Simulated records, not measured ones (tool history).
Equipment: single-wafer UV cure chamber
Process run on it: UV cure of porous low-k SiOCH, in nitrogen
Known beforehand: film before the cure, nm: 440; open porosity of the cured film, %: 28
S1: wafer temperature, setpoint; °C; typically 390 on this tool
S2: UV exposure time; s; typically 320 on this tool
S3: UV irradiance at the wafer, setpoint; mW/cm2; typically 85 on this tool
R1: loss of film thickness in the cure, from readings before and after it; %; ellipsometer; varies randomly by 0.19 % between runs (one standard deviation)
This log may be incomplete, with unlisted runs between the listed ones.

{"run": 1, "hour": 0.0, "S1": 390, "S2": 320, "S3": 85, "R1": 14.401}
{"run": 2, "hour": 39.4, "S1": 390, "S2": 320, "S3": 73, "R1": 13.26}
{"run": 3, "hour": 85.6, "S1": 390, "S2": 320, "S3": 73, "R1": 13.672}
{"run": 4, "hour": 133.5, "S1": 390, "S2": 320, "S3": 73, "R1": 13.534}
{"run": 5, "hour": 186.7, "S1": 390, "S2": 320, "S3": 85, "R1": 14.263}
{"run": 6, "hour": 223.4, "S1": 390, "S2": 320, "S3": 85, "R1": 14.128}
{"hour": 265.2, "done": "UV bulbs replaced"}
{"run": 7, "hour": 286.7, "S1": 390, "S2": 320, "S3": 85, "R1": 13.674}
{"run": 8, "hour": 347.5, "S1": 390, "S2": 320, "S3": 58, "R1": 11.136}
{"hour": 375.1, "done": "quartz window cleaned"}
{"run": 9, "hour": 380.2, "S1": 409, "S2": 375, "S3": 74, "R1": 14.946}
{"run": 10, "hour": 411.3, "S1": 390, "S2": 320, "S3": 85, "R1": 14.615}
{"run": 11, "hour": 483.1, "S1": 404, "S2": 240, "S3": 124, "R1": 15.074}
{"run": 12, "hour": 541.0, "S1": 390, "S2": 320, "S3": 85, "R1": 14.231}
{"run": 13, "hour": 566.5, "S1": 390, "S2": 450, "S3": 116, "R1": 17.802}
{"run": 14, "hour": 598.7, "S1": 390, "S2": 215, "S3": 119, "R1": 13.817}
{"run": 15, "hour": 631.1, "S1": 390, "S2": 320, "S3": 85, "R1": 14.008}

Pick out some run-to-run changes in R1. Of each, how much would a tool without hidden state show as well, from the settings, what came in and chance, and how much is left for the hidden state and any gauge scatter not in both results compared?
Unlogged tool condition in this case: lamp output below its setpoint, %; transmission lost against a clean window, %.
Run 8 -> 9: S1 390 -> 409, S2 320 -> 375, S3 58 -> 74, quartz window cleaned. R1 +3.81 %: hidden state +1.07, all else +2.74.
Run 13 -> 14: S2 450 -> 215, S3 116 -> 119. R1 -3.985 %: hidden state -0.102, all else -3.883.
